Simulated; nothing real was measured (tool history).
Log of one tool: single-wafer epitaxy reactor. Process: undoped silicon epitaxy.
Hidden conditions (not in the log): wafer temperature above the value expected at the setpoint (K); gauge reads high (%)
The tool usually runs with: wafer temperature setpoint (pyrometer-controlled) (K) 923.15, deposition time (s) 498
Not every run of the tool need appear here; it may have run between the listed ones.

| run | hour | wafer temperature setpoint (pyrometer-controlled) (K) | deposition time (s) | wafers since the last listed run | hours since the last pyrometer calibration | hours since the gauge calibration | read-back reference wafer on the same gauge, thickness_nm | mean film thickness on the monitor wafer (angstrom) |
|---|---|---|---|---|---|---|---|---|
| 1 | 0 | 923.15 | 498 | 0 | 1008.4 | 247.9 | 91.71 | 923.34 |
| 2 | 56.6 | 923.15 | 498 | 299 | 1065 | 304.5 | 91.7 | 929 |
| 3 | 161.9 | 923.15 | 498 | 557 | 1170.3 | 409.8 | 91.693 | 925.53 |
| 4 | 268.3 | 923.15 | 498 | 563 | 1276.7 | 516.2 | 91.722 | 931.21 |
|  | 364.9 | pyrometer calibrated |
| 5 | 365.5 | 923.15 | 498 | 472 | 0.6 | 613.4 | 91.711 | 910.97 |
| 6 | 424.8 | 923.15 | 498 | 313 | 59.9 | 672.7 | 91.694 | 910.72 |
| 7 | 521.7 | 923.15 | 498 | 512 | 156.8 | 769.6 | 91.7 | 914.15 |
| 8 | 571 | 923.15 | 498 | 260 | 206.1 | 818.9 | 91.708 | 909.82 |
| 9 | 660.8 | 923.15 | 498 | 475 | 295.9 | 908.7 | 91.735 | 911.86 |
| 10 | 743.8 | 923.15 | 498 | 439 | 378.9 | 991.7 | 91.682 | 914.79 |
| 11 | 785.7 | 923.15 | 498 | 221 | 420.8 | 1033.6 | 91.717 | 911.65 |
| 12 | 1041.8 | 923.15 | 563 | 1355 | 676.9 | 1289.7 | 91.645 | 1039.63 |
| 13 | 1118.4 | 923.15 | 563 | 405 | 753.5 | 1366.3 | 91.688 | 1048.55 |
| 14 | 1211.8 | 923.15 | 563 | 494 | 846.9 | 1459.7 | 91.653 | 1045.6 |
| 15 | 1264 | 923.15 | 532 | 276 | 899.1 | 1511.9 | 91.708 | 986.29 |
| 16 | 1334.4 | 908.15 | 586 | 372 | 969.5 | 1582.3 | 91.712 | 799.92 |
| 17 | 1441 | 930.15 | 498 | 564 | 1076.1 | 1688.9 | 91.729 | 1061.71 |
| 18 | 1534 | 923.15 | 463 | 492 | 1169.1 | 1781.9 | 91.701 | 861.31 |
|  | 1615 | gauge calibrated |
| 19 | 1626.1 | 914.15 | 498 | 487 | 1261.2 | 11.1 | 91.682 | 770.31 |
|  | 1691.5 | pyrometer calibrated |
| 20 | 1692 | 934.15 | 524 | 306 | 0.5 | 77 | 91.675 | 1195.78 |
| 21 | 1724.1 | 910.15 | 524 | 169 | 32.6 | 109.1 | 91.695 | 733.98 |
| 22 | 1781.1 | 933.15 | 597 | 301 | 89.6 | 166.1 | 91.711 | 1337.23 |

Run 23 has not been measured yet. What should we expect?
| 23 | 1827.1 | 914.15 | 498 | 243 | 135.6 | 212.1 | ? | ? |

Run 23 came out at read-back reference wafer on the same gauge, thickness_nm 91.725, mean film thickness on the monitor wafer (angstrom) 761.26.
Had the tool carried no hidden state, the very same run would have given mean film thickness on the monitor wafer (angstrom) 759.44.
